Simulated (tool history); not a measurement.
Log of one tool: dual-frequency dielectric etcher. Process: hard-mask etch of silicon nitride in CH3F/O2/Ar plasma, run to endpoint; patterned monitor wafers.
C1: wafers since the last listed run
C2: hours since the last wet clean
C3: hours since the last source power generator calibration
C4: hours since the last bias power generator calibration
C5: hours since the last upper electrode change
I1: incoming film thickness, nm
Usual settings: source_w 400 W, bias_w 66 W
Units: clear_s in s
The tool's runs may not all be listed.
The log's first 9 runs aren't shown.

{"run": 10, "day": 4.096, "source_w": 400, "bias_w": 66, "C1": 194, "C2": 494.4, "C3": 1919.0, "C4": 3121.9, "C5": 5285.3, "I1": 35.13, "clear_s": 51.7}
{"day": 5.179, "done": "upper electrode replaced"}
{"run": 11, "day": 5.2, "source_w": 400, "bias_w": 66, "C1": 29, "C2": 520.9, "C3": 1945.5, "C4": 3148.4, "C5": 0.5, "I1": 35.07, "clear_s": 51.6}
{"run": 12, "day": 5.225, "source_w": 400, "bias_w": 66, "C1": 7, "C2": 521.5, "C3": 1946.1, "C4": 3149.0, "C5": 1.1, "I1": 35.28, "clear_s": 51.8}
{"run": 13, "day": 5.679, "source_w": 400, "bias_w": 66, "C1": 128, "C2": 532.4, "C3": 1957.0, "C4": 3159.9, "C5": 12.0, "I1": 35.54, "clear_s": 52.3}
{"run": 14, "day": 5.996, "source_w": 400, "bias_w": 66, "C1": 89, "C2": 540.0, "C3": 1964.6, "C4": 3167.5, "C5": 19.6, "I1": 35.3, "clear_s": 51.8}
{"day": 7.088, "done": "wet clean of the chamber"}
{"run": 15, "day": 7.108, "source_w": 400, "bias_w": 66, "C1": 31, "C2": 0.5, "C3": 1991.3, "C4": 3194.2, "C5": 46.3, "I1": 35.25, "clear_s": 53.7}
{"run": 16, "day": 7.125, "source_w": 400, "bias_w": 66, "C1": 4, "C2": 0.9, "C3": 1991.7, "C4": 3194.6, "C5": 46.7, "I1": 35.44, "clear_s": 53.9}
{"day": 7.358, "done": "bias power generator calibrated"}
{"run": 17, "day": 7.683, "source_w": 370, "bias_w": 59, "C1": 110, "C2": 14.3, "C3": 2005.1, "C4": 7.8, "C5": 60.1, "I1": 35.3, "clear_s": 58.1}
{"day": 8.783, "done": "source power generator calibrated"}
{"run": 18, "day": 8.804, "source_w": 400, "bias_w": 66, "C1": 269, "C2": 41.2, "C3": 0.5, "C4": 34.7, "C5": 87.0, "I1": 35.09, "clear_s": 53.2}
{"run": 19, "day": 9.133, "source_w": 400, "bias_w": 66, "C1": 92, "C2": 49.1, "C3": 8.4, "C4": 42.6, "C5": 94.9, "I1": 34.89, "clear_s": 52.9}
{"run": 20, "day": 9.617, "source_w": 340, "bias_w": 56, "C1": 136, "C2": 60.7, "C3": 20.0, "C4": 54.2, "C5": 106.5, "I1": 35.34, "clear_s": 61.4}
{"run": 21, "day": 10.358, "source_w": 310, "bias_w": 80, "C1": 209, "C2": 78.5, "C3": 37.8, "C4": 72.0, "C5": 124.3, "I1": 35.22, "clear_s": 53.3}
{"run": 22, "day": 10.742, "source_w": 360, "bias_w": 79, "C1": 108, "C2": 87.7, "C3": 47.0, "C4": 81.2, "C5": 133.5, "I1": 35.24, "clear_s": 51.0}
{"run": 23, "day": 11.221, "source_w": 450, "bias_w": 81, "C1": 135, "C2": 99.2, "C3": 58.5, "C4": 92.7, "C5": 145.0, "I1": 35.27, "clear_s": 46.5}
{"run": 24, "day": 11.475, "source_w": 320, "bias_w": 59, "C1": 71, "C2": 105.3, "C3": 64.6, "C4": 98.8, "C5": 151.1, "I1": 34.97, "clear_s": 60.5}

The next listed run, before its measurement:
{"run": 25, "day": 12.183, "source_w": 490, "bias_w": 74, "C1": 200, "C2": 122.3, "C3": 81.6, "C4": 115.8, "C5": 168.1, "I1": 35.31, "clear_s": "?"}

Run 25 gave clear_s 47.2 s.
Without the tool's hidden state the same run would have given clear_s 47.6 s.
